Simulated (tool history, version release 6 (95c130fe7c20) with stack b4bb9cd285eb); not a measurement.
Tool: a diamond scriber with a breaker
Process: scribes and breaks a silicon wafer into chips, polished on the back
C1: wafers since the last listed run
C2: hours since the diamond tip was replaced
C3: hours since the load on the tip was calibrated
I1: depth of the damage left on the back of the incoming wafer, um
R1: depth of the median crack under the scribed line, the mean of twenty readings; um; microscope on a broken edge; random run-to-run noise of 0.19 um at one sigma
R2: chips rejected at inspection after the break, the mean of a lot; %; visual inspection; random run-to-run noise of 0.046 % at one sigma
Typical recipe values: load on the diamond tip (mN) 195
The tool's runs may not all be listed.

{"run": 1, "hour": 0.0, "load on the diamond tip (mN)": 195, "C1": 0, "C2": 785.2, "C3": 518.2, "I1": 0.03, "R1": 10.48, "R2": 1.33}
{"hour": 58.2, "done": "load on the tip recalibrated"}
{"run": 2, "hour": 58.7, "load on the diamond tip (mN)": 195, "C1": 156, "C2": 843.9, "C3": 0.5, "I1": 0.04, "R1": 9.13, "R2": 7.24}
{"run": 3, "hour": 120.9, "load on the diamond tip (mN)": 195, "C1": 171, "C2": 906.1, "C3": 62.7, "I1": 0.05, "R1": 9.08, "R2": 8.86}
{"run": 4, "hour": 173.9, "load on the diamond tip (mN)": 195, "C1": 146, "C2": 959.1, "C3": 115.7, "I1": 0.03, "R1": 9.16, "R2": 10.39}
{"run": 5, "hour": 249.1, "load on the diamond tip (mN)": 195, "C1": 207, "C2": 1034.3, "C3": 190.9, "I1": 0.05, "R1": 8.89, "R2": 12.45}
{"run": 6, "hour": 314.4, "load on the diamond tip (mN)": 195, "C1": 180, "C2": 1099.6, "C3": 256.2, "I1": 0.03, "R1": 8.95, "R2": 13.54}
{"hour": 336.4, "done": "diamond tip replaced by a new one"}
{"run": 7, "hour": 346.6, "load on the diamond tip (mN)": 195, "C1": 83, "C2": 10.2, "C3": 288.4, "I1": 0.04, "R1": 10.4, "R2": 1.25}
{"run": 8, "hour": 405.4, "load on the diamond tip (mN)": 175, "C1": 162, "C2": 69, "C3": 347.2, "I1": 0.05, "R1": 9.91, "R2": 3.13}
{"run": 9, "hour": 475.9, "load on the diamond tip (mN)": 148, "C1": 194, "C2": 139.5, "C3": 417.7, "I1": 0.05, "R1": 8.53, "R2": 15.5}
{"run": 10, "hour": 505.5, "load on the diamond tip (mN)": 195, "C1": 81, "C2": 169.1, "C3": 447.3, "I1": 0.04, "R1": 11.19, "R2": 2.42}
{"hour": 548.9, "done": "load on the tip recalibrated"}
{"run": 11, "hour": 557.4, "load on the diamond tip (mN)": 179, "C1": 137, "C2": 221, "C3": 8.5, "I1": 0.03, "R1": 9.62, "R2": 3.6}
{"run": 12, "hour": 586.5, "load on the diamond tip (mN)": 195, "C1": 80, "C2": 250.1, "C3": 37.6, "I1": 0.04, "R1": 10.79, "R2": 1.24}
{"run": 13, "hour": 645.5, "load on the diamond tip (mN)": 195, "C1": 162, "C2": 309.1, "C3": 96.6, "I1": 0.05, "R1": 10.61, "R2": 1.36}
{"run": 14, "hour": 686.4, "load on the diamond tip (mN)": 234, "C1": 112, "C2": 350, "C3": 137.5, "I1": 0.04, "R1": 11.98, "R2": 9.8}

Below, some changes in R1 between adjacent runs. For each, the amount present without the hidden state too (settings, incoming material, random variation) and the amount remaining for the hidden state with gauge scatter not shared by both compared results:
Hidden state present: share of the diamond tip's cutting effectiveness lost through wear, %; deviation of the load on the tip from its setpoint, %.
Run 6 -> 7: diamond tip replaced by a new one. R1 +1.45 um: hidden state +1.73, all else -0.28.
Run 9 -> 10: load on the diamond tip (mN) 148 -> 195. R1 +2.66 um: hidden state +0.19, all else +2.47.

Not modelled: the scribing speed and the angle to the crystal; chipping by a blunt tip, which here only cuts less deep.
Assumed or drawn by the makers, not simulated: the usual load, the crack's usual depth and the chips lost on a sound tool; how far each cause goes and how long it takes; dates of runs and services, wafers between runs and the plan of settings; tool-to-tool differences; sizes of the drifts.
